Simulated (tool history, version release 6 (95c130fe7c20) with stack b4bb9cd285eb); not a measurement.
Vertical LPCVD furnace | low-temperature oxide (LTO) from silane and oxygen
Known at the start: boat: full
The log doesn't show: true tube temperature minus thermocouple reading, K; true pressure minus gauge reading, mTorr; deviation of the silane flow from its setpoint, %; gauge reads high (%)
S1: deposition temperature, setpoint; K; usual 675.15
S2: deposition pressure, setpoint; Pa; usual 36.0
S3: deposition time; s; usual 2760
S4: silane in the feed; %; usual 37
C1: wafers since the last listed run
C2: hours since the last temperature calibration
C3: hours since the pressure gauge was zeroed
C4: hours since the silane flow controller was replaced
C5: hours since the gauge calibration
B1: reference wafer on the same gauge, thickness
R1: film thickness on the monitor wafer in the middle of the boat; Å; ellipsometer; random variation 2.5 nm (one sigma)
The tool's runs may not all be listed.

| run | day | S1 | S2 | S3 | S4 | C1 | C2 | C3 | C4 | C5 | B1 | R1 |
|---|---|---|---|---|---|---|---|---|---|---|---|---|
| 1 | 0.000 | 675.15 | 42.7 | 2340 | 37 | 0 | 1484.3 | 1862.7 | 6262.3 | 922.0 | 531.54 | 4872.5 |
| 2 | 1.675 | 675.15 | 36.0 | 2760 | 37 | 440 | 1524.5 | 1902.9 | 6302.5 | 962.2 | 531.39 | 4856.4 |
| 3 | 3.938 | 675.15 | 36.0 | 2760 | 37 | 595 | 1578.8 | 1957.2 | 6356.8 | 1016.5 | 531.17 | 4864.5 |
|  | 6.950 | thermocouples replaced and temperature profile calibrated |
| 4 | 6.971 | 675.15 | 36.0 | 2760 | 37 | 534 | 0.5 | 2030.0 | 6429.6 | 1089.3 | 530.90 | 4694.4 |
| 5 | 8.212 | 675.15 | 30.7 | 2760 | 37 | 326 | 30.3 | 2059.8 | 6459.4 | 1119.1 | 530.66 | 4031.6 |
| 6 | 9.446 | 675.15 | 30.7 | 2760 | 37 | 324 | 59.9 | 2089.4 | 6489.0 | 1148.7 | 531.00 | 4020.0 |
| 7 | 10.867 | 675.15 | 30.7 | 2760 | 37 | 373 | 94.0 | 2123.5 | 6523.1 | 1182.8 | 531.32 | 4040.2 |
| 8 | 13.062 | 675.15 | 36.0 | 2760 | 34 | 577 | 146.7 | 2176.2 | 6575.8 | 1235.5 | 531.22 | 4237.2 |
|  | 16.471 | pressure gauge zeroed |
| 9 | 16.492 | 675.15 | 36.0 | 2760 | 37 | 639 | 229.0 | 0.5 | 6658.1 | 1317.8 | 530.88 | 4744.3 |
|  | 18.625 | silane flow controller replaced |
| 10 | 18.646 | 675.15 | 36.0 | 2760 | 37 | 303 | 280.7 | 52.2 | 0.5 | 1369.5 | 531.04 | 4795.1 |
| 11 | 20.033 | 675.15 | 36.0 | 2760 | 37 | 365 | 314.0 | 85.5 | 33.8 | 1402.8 | 531.04 | 4733.7 |
| 12 | 23.004 | 675.15 | 36.0 | 2760 | 37 | 781 | 385.3 | 156.8 | 105.1 | 1474.1 | 530.47 | 4712.2 |
| 13 | 25.079 | 672.15 | 36.0 | 2760 | 37 | 545 | 435.1 | 206.6 | 154.9 | 1523.9 | 530.37 | 4614.3 |
| 14 | 27.575 | 669.15 | 29.3 | 2040 | 33 | 656 | 495.0 | 266.5 | 214.8 | 1583.8 | 530.74 | 2283.5 |
| 15 | 29.388 | 675.15 | 36.0 | 2760 | 37 | 476 | 538.5 | 310.0 | 258.3 | 1627.3 | 531.66 | 4765.1 |
| 16 | 31.288 | 675.15 | 36.0 | 2760 | 37 | 499 | 584.1 | 355.6 | 303.9 | 1672.9 | 530.85 | 4733.3 |
| 17 | 33.650 | 675.15 | 36.0 | 2760 | 42 | 621 | 640.8 | 412.3 | 360.6 | 1729.6 | 530.76 | 5583.7 |
| 18 | 36.529 | 666.15 | 30.7 | 2760 | 37 | 757 | 709.9 | 481.4 | 429.7 | 1798.7 | 531.74 | 3671.1 |
|  | 36.742 | gauge calibrated |
| 19 | 38.579 | 665.15 | 43.3 | 2760 | 33 | 539 | 759.1 | 530.6 | 478.9 | 44.1 | 530.28 | 4370.9 |
| 20 | 40.642 | 686.15 | 36.0 | 2760 | 43 | 542 | 808.6 | 580.1 | 528.4 | 93.6 | 530.62 | 6364.9 |
| 21 | 42.858 | 667.15 | 36.0 | 2760 | 37 | 583 | 861.8 | 633.3 | 581.6 | 146.8 | 530.54 | 4397.9 |
| 22 | 44.608 | 686.15 | 36.0 | 2760 | 30 | 460 | 903.8 | 675.3 | 623.6 | 188.8 | 530.93 | 4062.4 |
| 23 | 45.717 | 681.15 | 43.3 | 3390 | 41 | 291 | 930.4 | 701.9 | 650.2 | 215.4 | 531.27 | 8515.1 |
| 24 | 48.246 | 675.15 | 36.0 | 2760 | 37 | 665 | 991.1 | 762.6 | 710.9 | 276.1 | 531.08 | 4781.8 |
| 25 | 49.442 | 675.15 | 36.0 | 3360 | 37 | 314 | 1019.8 | 791.3 | 739.6 | 304.8 | 531.38 | 5862.7 |
| 26 | 51.725 | 669.15 | 36.0 | 3660 | 37 | 600 | 1074.6 | 846.1 | 794.4 | 359.6 | 530.90 | 5928.3 |
| 27 | 53.642 | 675.15 | 30.7 | 3240 | 41 | 504 | 1120.6 | 892.1 | 840.4 | 405.6 | 531.40 | 5405.7 |
| 28 | 56.008 | 675.15 | 36.0 | 2760 | 37 | 622 | 1177.4 | 948.9 | 897.2 | 462.4 | 531.20 | 4836.1 |
| 29 | 58.367 | 675.15 | 36.0 | 2760 | 37 | 620 | 1234.0 | 1005.5 | 953.8 | 519.0 | 530.93 | 4795.0 |
| 30 | 60.658 | 686.15 | 36.0 | 2760 | 30 | 602 | 1289.0 | 1060.5 | 1008.8 | 574.0 | 530.59 | 4080.4 |

Some steps in R1 between neighbouring runs. How much of each would the tool show without its hidden state too (settings, what came in, random variation), and how much is left for the hidden state, with any gauge scatter that isn't in both results?
Run 3 -> 4: thermocouples replaced and temperature profile calibrated. R1 -170.1 Å: hidden state -109.9, all else -60.2.
Run 14 -> 15: S1 669.15 -> 675.15, S2 29.3 -> 36.0, S3 2040 -> 2760, S4 33 -> 37. R1 +2481.6 Å: hidden state +14.1, all else +2467.5.
Run 22 -> 23: S1 686.15 -> 681.15, S2 36.0 -> 43.3, S3 2760 -> 3390, S4 30 -> 41. R1 +4452.7 Å: hidden state +46.5, all else +4406.2.
Run 23 -> 24: S1 681.15 -> 675.15, S2 43.3 -> 36.0, S3 3390 -> 2760, S4 41 -> 37. R1 -3733.3 Å: hidden state -31.4, all else -3701.9.
